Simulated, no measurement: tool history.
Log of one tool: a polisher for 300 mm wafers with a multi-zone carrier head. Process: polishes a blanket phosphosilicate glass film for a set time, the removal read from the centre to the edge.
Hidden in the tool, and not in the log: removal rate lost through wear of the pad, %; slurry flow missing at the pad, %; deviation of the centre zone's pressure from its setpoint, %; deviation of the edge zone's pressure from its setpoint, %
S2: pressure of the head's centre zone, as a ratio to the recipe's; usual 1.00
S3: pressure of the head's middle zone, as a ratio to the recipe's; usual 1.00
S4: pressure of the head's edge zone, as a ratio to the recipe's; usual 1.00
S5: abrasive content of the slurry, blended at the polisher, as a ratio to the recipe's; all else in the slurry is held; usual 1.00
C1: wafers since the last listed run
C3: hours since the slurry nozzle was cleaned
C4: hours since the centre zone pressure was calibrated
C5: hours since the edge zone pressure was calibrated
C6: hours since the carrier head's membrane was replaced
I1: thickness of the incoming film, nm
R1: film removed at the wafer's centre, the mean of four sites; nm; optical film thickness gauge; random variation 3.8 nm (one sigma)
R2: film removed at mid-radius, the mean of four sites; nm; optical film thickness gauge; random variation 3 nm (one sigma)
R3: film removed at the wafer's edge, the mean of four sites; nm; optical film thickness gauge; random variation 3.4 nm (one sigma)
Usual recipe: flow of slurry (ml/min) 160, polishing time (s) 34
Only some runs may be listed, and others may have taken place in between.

Run 1, hour 0.0: usual settings but S3 1.07; C1 0; wafers polished on this pad 900; C3 589.2; C4 11.5; C5 561.5; C6 10.7; I1 4740.8. Result: R1 232.7 nm, R2 238.7 nm, R3 250.4 nm.
Run 2, hour 29.6: usual settings but S3 1.07; C1 255; wafers polished on this pad 1155; C3 618.8; C4 41.1; C5 591.1; C6 40.3; I1 4730.3. Result: R1 229.3 nm, R2 241.4 nm, R3 243.3 nm.
Run 3, hour 63.0: usual settings but flow of slurry (ml/min) 175; C1 288; wafers polished on this pad 1444; C3 652.2; C4 74.5; C5 624.5; C6 73.7; I1 4760.0. Result: R1 234.6 nm, R2 238.4 nm, R3 243.8 nm.
At hour 70.1: edge zone pressure recalibrated.
At hour 77.9: worn pad replaced by a new one.
Run 4, hour 90.4: usual settings but S2 0.95; C1 185; wafers polished on this pad 107; C3 679.6; C4 101.9; C5 20.3; C6 101.1; I1 4691.7. Result: R1 219.8 nm, R2 231.6 nm, R3 248.2 nm.
Run 5, hour 106.2: usual settings but flow of slurry (ml/min) 130, S5 0.75, polishing time (s) 30; C1 136; wafers polished on this pad 244; C3 695.4; C4 117.7; C5 36.1; C6 116.9; I1 4681.7. Result: R1 156.9 nm, R2 164.6 nm, R3 180.5 nm.
At hour 112.2: slurry nozzle cleaned.
Run 6, hour 128.9: usual settings; C1 187; wafers polished on this pad 432; C3 16.7; C4 140.4; C5 58.8; C6 139.6; I1 4790.8. Result: R1 273.2 nm, R2 268.1 nm, R3 270.1 nm.
Run 7, hour 147.9: usual settings but S3 1.10, S4 1.09; C1 164; wafers polished on this pad 596; C3 35.7; C4 159.4; C5 77.8; C6 158.6; I1 4666.8. Result: R1 266.1 nm, R2 273.3 nm, R3 286.0 nm.
Run 8, hour 183.3: usual settings; C1 306; wafers polished on this pad 902; C3 71.1; C4 194.8; C5 113.2; C6 194.0; I1 4768.5. Result: R1 268.8 nm, R2 260.8 nm, R3 264.5 nm.
Run 9, hour 205.8: usual settings; C1 194; wafers polished on this pad 1096; C3 93.6; C4 217.3; C5 135.7; C6 216.5; I1 4772.9. Result: R1 267.0 nm, R2 258.3 nm, R3 270.1 nm.
Run 10, hour 224.3: usual settings but polishing time (s) 42; C1 159; wafers polished on this pad 1256; C3 112.1; C4 235.8; C5 154.2; C6 235.0; I1 4687.9. Result: R1 326.4 nm, R2 321.9 nm, R3 326.0 nm.
Run 11, hour 245.8: usual settings but S3 0.96, S4 1.10, S5 1.20, polishing time (s) 45; C1 185; wafers polished on this pad 1442; C3 133.6; C4 257.3; C5 175.7; C6 256.5; I1 4682.5. Result: R1 361.4 nm, R2 367.9 nm, R3 394.7 nm.
At hour 261.2: worn pad replaced by a new one.
At hour 267.2: centre zone pressure recalibrated.
Run 12, hour 268.1: usual settings; C1 140; wafers polished on this pad 42; C3 155.9; C4 0.9; C5 198.0; C6 278.8; I1 4741.1. Result: R1 257.2 nm, R2 256.5 nm, R3 263.9 nm.
Run 13, hour 299.6: usual settings but S2 0.94, S3 1.05; C1 272; wafers polished on this pad 314; C3 187.4; C4 32.4; C5 229.5; C6 310.3; I1 4738.5. Result: R1 245.3 nm, R2 255.2 nm, R3 260.6 nm.
Run 14, hour 377.1: usual settings but flow of slurry (ml/min) 110, S2 0.92, S5 0.90, polishing time (s) 46; C1 669; wafers polished on this pad 984; C3 264.9; C4 109.9; C5 307.0; C6 387.8; I1 4762.4. Result: R1 252.6 nm, R2 279.8 nm, R3 297.3 nm.
Run 15, hour 403.6: usual settings but polishing time (s) 32; C1 229; wafers polished on this pad 1213; C3 291.4; C4 136.4; C5 333.5; C6 414.3; I1 4748.3. Result: R1 229.2 nm, R2 233.5 nm, R3 240.3 nm.
At hour 422.4: worn pad replaced by a new one.
Run 16, hour 436.4: usual settings but flow of slurry (ml/min) 175, S4 0.91, S5 1.10; C1 248; wafers polished on this pad 120; C3 324.2; C4 169.2; C5 366.3; C6 447.1; I1 4799.6. Result: R1 262.9 nm, R2 259.5 nm, R3 254.0 nm.
Run 17, hour 471.7: usual settings; C1 305; wafers polished on this pad 426; C3 359.5; C4 204.5; C5 401.6; C6 482.4; I1 4799.3. Result: R1 238.2 nm, R2 243.6 nm, R3 257.9 nm.
Run 18, hour 492.1: usual settings but flow of slurry (ml/min) 140, S2 0.90, polishing time (s) 38; C1 176; wafers polished on this pad 602; C3 379.9; C4 224.9; C5 422.0; C6 502.8; I1 4818.1. Result: R1 231.2 nm, R2 260.2 nm, R3 277.4 nm.
Run 19, hour 511.1: usual settings but flow of slurry (ml/min) 175, S2 1.11, S5 1.10, polishing time (s) 28; C1 164; wafers polished on this pad 766; C3 398.9; C4 243.9; C5 441.0; C6 521.8; I1 4697.2. Result: R1 234.8 nm, R2 208.3 nm, R3 220.7 nm.
Run 20, hour 534.5: usual settings but flow of slurry (ml/min) 110, S5 1.25; C1 202; wafers polished on this pad 969; C3 422.3; C4 267.3; C5 464.4; C6 545.2; I1 4679.9. Result: R1 217.8 nm, R2 227.7 nm, R3 251.0 nm.
Run 21, hour 561.1: usual settings but S3 0.96, S4 1.10, S5 1.20, polishing time (s) 45; C1 229; wafers polished on this pad 1199; C3 448.9; C4 293.9; C5 491.0; C6 571.8; I1 4785.0. Result: R1 342.6 nm, R2 333.9 nm, R3 365.3 nm.

For each run, the measured value with the value that run would have given without the tool's hidden condition subtracted. The run-to-run variation is shared by both, the gauge scatter possibly not:
run     R1     R2     R3
  1  -46.1  -40.9  -28.8
  2  -46.2  -42.0  -28.4
  3  -43.1  -38.1  -26.7
  4  -45.6  -41.5  -29.8
  5  -42.3  -37.6  -26.1
  6   -3.2   -2.8   -2.0
  7   -5.3   -4.9   -3.6
  8   -9.4   -8.1   -5.9
  9  -11.9  -10.2   -7.6
 10  -17.1  -14.9  -10.7
 11  -22.2  -19.9  -15.1
 12  -18.0  -15.8  -11.5
 13  -20.1  -18.5  -13.2
 14  -43.2  -40.6  -27.5
 15  -26.8  -23.9  -17.1
 16  -30.0  -26.0  -17.9
 17  -32.3  -28.9  -21.0
 18  -38.2  -37.0  -26.4
 19  -30.6  -23.8  -17.6
 20  -51.7  -45.4  -31.1
 21  -53.1  -45.1  -33.7
